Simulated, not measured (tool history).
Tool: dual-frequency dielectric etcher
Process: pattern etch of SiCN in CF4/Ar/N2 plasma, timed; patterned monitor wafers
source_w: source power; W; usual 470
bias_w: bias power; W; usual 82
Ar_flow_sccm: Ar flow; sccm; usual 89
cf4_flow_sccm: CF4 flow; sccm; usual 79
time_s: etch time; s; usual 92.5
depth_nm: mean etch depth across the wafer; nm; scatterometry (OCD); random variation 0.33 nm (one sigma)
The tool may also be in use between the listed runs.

| run | hour | source_w | bias_w | Ar_flow_sccm | cf4_flow_sccm | time_s | wafers since the last listed run | hours since the last wet clean | hours since the last source power generator calibration | hours since the last bias power generator calibration | hours since the last Ar flow controller change | hours since the last CF4 flow controller change | hours since the last upper electrode change | hours since the gauge calibration | read-back reference wafer on the same gauge, depth_nm | depth_nm |
|---|---|---|---|---|---|---|---|---|---|---|---|---|---|---|---|---|
| 1 | 0.0 | 470 | 82 | 89 | 79 | 92.5 | 0 | 301.7 | 2076.5 | 1491.1 | 2282.7 | 6016.5 | 4388.1 | 2007.1 | 102.5 | 93.4 |
|  | 47.8 | Ar flow controller replaced |
| 2 | 78.5 | 470 | 82 | 89 | 79 | 92.5 | 607 | 380.2 | 2155.0 | 1569.6 | 30.7 | 6095.0 | 4466.6 | 2085.6 | 102.3 | 92.9 |
| 3 | 194.7 | 470 | 82 | 82 | 72 | 92.5 | 972 | 496.4 | 2271.2 | 1685.8 | 146.9 | 6211.2 | 4582.8 | 2201.8 | 102.4 | 92.3 |
|  | 237.7 | wet clean of the chamber |
| 4 | 256.3 | 590 | 82 | 89 | 91 | 82.5 | 314 | 18.6 | 2332.8 | 1747.4 | 208.5 | 6272.8 | 4644.4 | 2263.4 | 102.4 | 105.1 |
| 5 | 345.0 | 380 | 82 | 73 | 79 | 92.5 | 742 | 107.3 | 2421.5 | 1836.1 | 297.2 | 6361.5 | 4733.1 | 2352.1 | 102.4 | 80.9 |
| 6 | 430.8 | 410 | 101 | 106 | 92 | 92.5 | 718 | 193.1 | 2507.3 | 1921.9 | 383.0 | 6447.3 | 4818.9 | 2437.9 | 102.5 | 88.5 |
|  | 438.2 | CF4 flow controller replaced |
|  | 480.1 | gauge calibrated |
| 7 | 536.7 | 360 | 82 | 72 | 65 | 92.5 | 836 | 299.0 | 2613.2 | 2027.8 | 488.9 | 98.5 | 4924.8 | 56.6 | 102.3 | 74.0 |
| 8 | 603.2 | 470 | 66 | 68 | 92 | 74.0 | 556 | 365.5 | 2679.7 | 2094.3 | 555.4 | 165.0 | 4991.3 | 123.1 | 102.3 | 75.2 |
| 9 | 719.0 | 470 | 82 | 89 | 79 | 92.5 | 969 | 481.3 | 2795.5 | 2210.1 | 671.2 | 280.8 | 5107.1 | 238.9 | 102.5 | 92.8 |
|  | 739.4 | source power generator calibrated |
| 10 | 769.7 | 470 | 82 | 76 | 79 | 105.0 | 390 | 532.0 | 30.3 | 2260.8 | 721.9 | 331.5 | 5157.8 | 289.6 | 102.4 | 104.1 |
| 11 | 826.3 | 470 | 82 | 89 | 79 | 92.5 | 473 | 588.6 | 86.9 | 2317.4 | 778.5 | 388.1 | 5214.4 | 346.2 | 102.2 | 90.0 |
|  | 881.1 | bias power generator calibrated |
|  | 882.9 | upper electrode replaced |
| 12 | 883.4 | 350 | 82 | 89 | 79 | 65.5 | 428 | 645.7 | 144.0 | 2.3 | 835.6 | 445.2 | 0.5 | 403.3 | 102.3 | 49.3 |
|  | 921.9 | wet clean of the chamber |
| 13 | 922.4 | 470 | 82 | 100 | 79 | 119.0 | 125 | 0.5 | 183.0 | 41.3 | 874.6 | 484.2 | 39.5 | 442.3 | 102.4 | 116.1 |
| 14 | 990.1 | 390 | 66 | 89 | 98 | 92.5 | 566 | 68.2 | 250.7 | 109.0 | 942.3 | 551.9 | 107.2 | 510.0 | 102.2 | 77.2 |
| 15 | 1074.6 | 470 | 63 | 89 | 87 | 92.5 | 707 | 152.7 | 335.2 | 193.5 | 1026.8 | 636.4 | 191.7 | 594.5 | 102.3 | 87.4 |
| 16 | 1139.3 | 470 | 69 | 89 | 79 | 112.0 | 541 | 217.4 | 399.9 | 258.2 | 1091.5 | 701.1 | 256.4 | 659.2 | 102.4 | 106.0 |
| 17 | 1181.1 | 570 | 64 | 78 | 79 | 92.5 | 349 | 259.2 | 441.7 | 300.0 | 1133.3 | 742.9 | 298.2 | 701.0 | 102.3 | 104.1 |
| 18 | 1226.1 | 470 | 82 | 89 | 79 | 105.5 | 376 | 304.2 | 486.7 | 345.0 | 1178.3 | 787.9 | 343.2 | 746.0 | 102.5 | 104.1 |
| 19 | 1273.7 | 470 | 82 | 89 | 79 | 92.5 | 398 | 351.8 | 534.3 | 392.6 | 1225.9 | 835.5 | 390.8 | 793.6 | 102.5 | 90.8 |
|  | 1516.3 | wet clean of the chamber |
| 20 | 1518.4 | 470 | 96 | 89 | 63 | 92.5 | 1847 | 2.1 | 779.0 | 637.3 | 1470.6 | 1080.2 | 635.5 | 1038.3 | 102.4 | 92.6 |

Hidden state or all else? Some run-to-run changes of depth_nm, split into what the settings, what came in and random variation would give without the hidden state, and what is left for the hidden state (with any gauge scatter that isn't in both results):
The hidden state here: etch rate over this chamber's usual, %; source power that arrives over what is set, %; bias power that arrives over what is set, %; Ar flow that arrives over what is set, %; CF4 flow that arrives over what is set, %; gauge reads high (%).
Run 3 -> 4: source_w 470 -> 590, Ar_flow_sccm 82 -> 89, cf4_flow_sccm 72 -> 91, time_s 92.5 -> 82.5, wet clean of the chamber. depth_nm +12.8 nm: hidden state +2.1, all else +10.7.
Run 9 -> 10: Ar_flow_sccm 89 -> 76, time_s 92.5 -> 105.0, source power generator calibrated. depth_nm +11.3 nm: hidden state -3.3, all else +14.6.
Run 11 -> 12: source_w 470 -> 350, time_s 92.5 -> 65.5, bias power generator calibrated, upper electrode replaced. depth_nm -40.7 nm: hidden state +0.9, all else -41.6.
Run 12 -> 13: source_w 350 -> 470, Ar_flow_sccm 89 -> 100, time_s 65.5 -> 119.0, wet clean of the chamber. depth_nm +66.8 nm: hidden state +1.2, all else +65.6.

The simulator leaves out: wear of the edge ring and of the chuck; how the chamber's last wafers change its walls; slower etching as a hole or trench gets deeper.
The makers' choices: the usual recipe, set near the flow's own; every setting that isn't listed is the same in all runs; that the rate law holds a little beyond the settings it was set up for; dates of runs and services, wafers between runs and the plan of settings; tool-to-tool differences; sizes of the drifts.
